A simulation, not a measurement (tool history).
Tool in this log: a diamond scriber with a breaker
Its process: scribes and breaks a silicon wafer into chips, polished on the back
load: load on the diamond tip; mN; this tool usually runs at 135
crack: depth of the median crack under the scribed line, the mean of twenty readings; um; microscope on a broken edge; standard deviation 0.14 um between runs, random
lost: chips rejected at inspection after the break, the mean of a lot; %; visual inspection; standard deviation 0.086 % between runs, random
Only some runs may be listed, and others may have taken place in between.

| run | day | load | wafers since the last listed run | hours since the diamond tip was replaced | hours since the load on the tip was calibrated | incoming depth of the damage left on the back of the incoming wafer, um | crack | lost |
|---|---|---|---|---|---|---|---|---|
| 1 | 0 | 150 | 0 | 351.3 | 1233.1 | 0.05 | 12.21 | 1.13 |
| 2 | 0.567 | 150 | 62 | 364.9 | 1246.7 | 0.02 | 12.01 | 1.21 |
| 3 | 1.204 | 150 | 70 | 380.2 | 1262 | 0.03 | 11.96 | 1.32 |
| 4 | 1.633 | 135 | 47 | 390.5 | 1272.3 | 0.04 | 11.39 | 1.82 |
| 5 | 1.921 | 135 | 31 | 397.4 | 1279.2 | 0.01 | 11.41 | 1.69 |
| 6 | 2.288 | 135 | 40 | 406.2 | 1288 | 0.01 | 11.68 | 1.68 |
| 7 | 2.638 | 135 | 38 | 414.6 | 1296.4 | 0.01 | 11.41 | 1.73 |
| 8 | 2.912 | 135 | 30 | 421.2 | 1303 | 0.01 | 11.55 | 1.84 |
| 9 | 3.538 | 135 | 69 | 436.2 | 1318 | 0.02 | 11.2 | 2.07 |
| 10 | 3.85 | 156 | 34 | 443.7 | 1325.5 | 0.02 | 12.08 | 1.23 |
| 11 | 4.588 | 156 | 81 | 461.4 | 1343.2 | 0.05 | 12.18 | 1.4 |
| 12 | 5.042 | 135 | 50 | 472.3 | 1354.1 | 0.01 | 11.08 | 2.46 |
| 13 | 5.712 | 153 | 74 | 488.4 | 1370.2 | 0.04 | 11.63 | 1.64 |
| 14 | 6.175 | 153 | 51 | 499.5 | 1381.3 | 0.02 | 11.57 | 1.37 |
| 15 | 6.871 | 135 | 77 | 516.2 | 1398 | 0.05 | 10.97 | 2.56 |
| 16 | 7.488 | 153 | 68 | 531 | 1412.8 | 0.04 | 11.25 | 1.84 |
|  | 8.05 | diamond tip replaced by a new one |
| 17 | 8.117 | 117 | 60 | 1.6 | 1427.9 | 0.03 | 9.07 | 9.8 |
| 18 | 8.817 | 170 | 77 | 18.4 | 1444.7 | 0.03 | 10.56 | 4.27 |
| 19 | 9.425 | 159 | 67 | 33 | 1459.3 | 0.02 | 10.21 | 5.79 |
| 20 | 9.729 | 164 | 33 | 40.3 | 1466.6 | 0.02 | 10.32 | 5.07 |
|  | 10.308 | load on the tip recalibrated |
| 21 | 10.446 | 135 | 70 | 57.5 | 3.3 | 0.03 | 9.42 | 8.93 |
|  | 10.862 | diamond tip replaced by a new one, repeated, since the last time left the tool worse |
| 22 | 11.117 | 152 | 65 | 6.1 | 19.4 | 0.04 | 12.67 | 1.42 |
| 23 | 11.512 | 122 | 43 | 15.6 | 28.9 | 0.02 | 11.9 | 1.25 |
| 24 | 12.146 | 135 | 70 | 30.8 | 44.1 | 0.05 | 12 | 1.32 |
| 25 | 12.833 | 135 | 76 | 47.3 | 60.6 | 0.03 | 12.24 | 1.17 |
| 26 | 13.45 | 101 | 68 | 62.1 | 75.4 | 0.02 | 11.03 | 2.27 |
| 27 | 13.862 | 96 | 45 | 72 | 85.3 | 0.02 | 10.8 | 2.37 |
| 28 | 14.267 | 106 | 44 | 81.7 | 95 | 0.02 | 11.22 | 2.08 |
| 29 | 14.654 | 135 | 42 | 91 | 104.3 | 0.02 | 12.31 | 1.24 |

Predict each of these 4 candidate next runs independently; none follows another, all start after run 29:
| A | 14.675 | 135 | 2 | 91.5 | 104.8 | 0.04 | ? | ? |
| B | 14.675 | 123 | 2 | 91.5 | 104.8 | 0.04 | ? | ? |
| C | 14.675 | 109 | 2 | 91.5 | 104.8 | 0.04 | ? | ? |
| D | 14.675 | 151 | 2 | 91.5 | 104.8 | 0.04 | ? | ? |

| run | crack | lost |
|---|---|---|
| A | 11.99 | 1.16 |
| B | 11.62 | 1.33 |
| C | 11.17 | 1.81 |
| D | 12.49 | 1.26 |
Had the tool no hidden state, the same runs would have come out as:
| run | crack | lost |
|---|---|---|
| A | 12.1 | 1.16 |
| B | 11.72 | 1.26 |
| C | 11.26 | 1.68 |
| D | 12.59 | 1.32 |

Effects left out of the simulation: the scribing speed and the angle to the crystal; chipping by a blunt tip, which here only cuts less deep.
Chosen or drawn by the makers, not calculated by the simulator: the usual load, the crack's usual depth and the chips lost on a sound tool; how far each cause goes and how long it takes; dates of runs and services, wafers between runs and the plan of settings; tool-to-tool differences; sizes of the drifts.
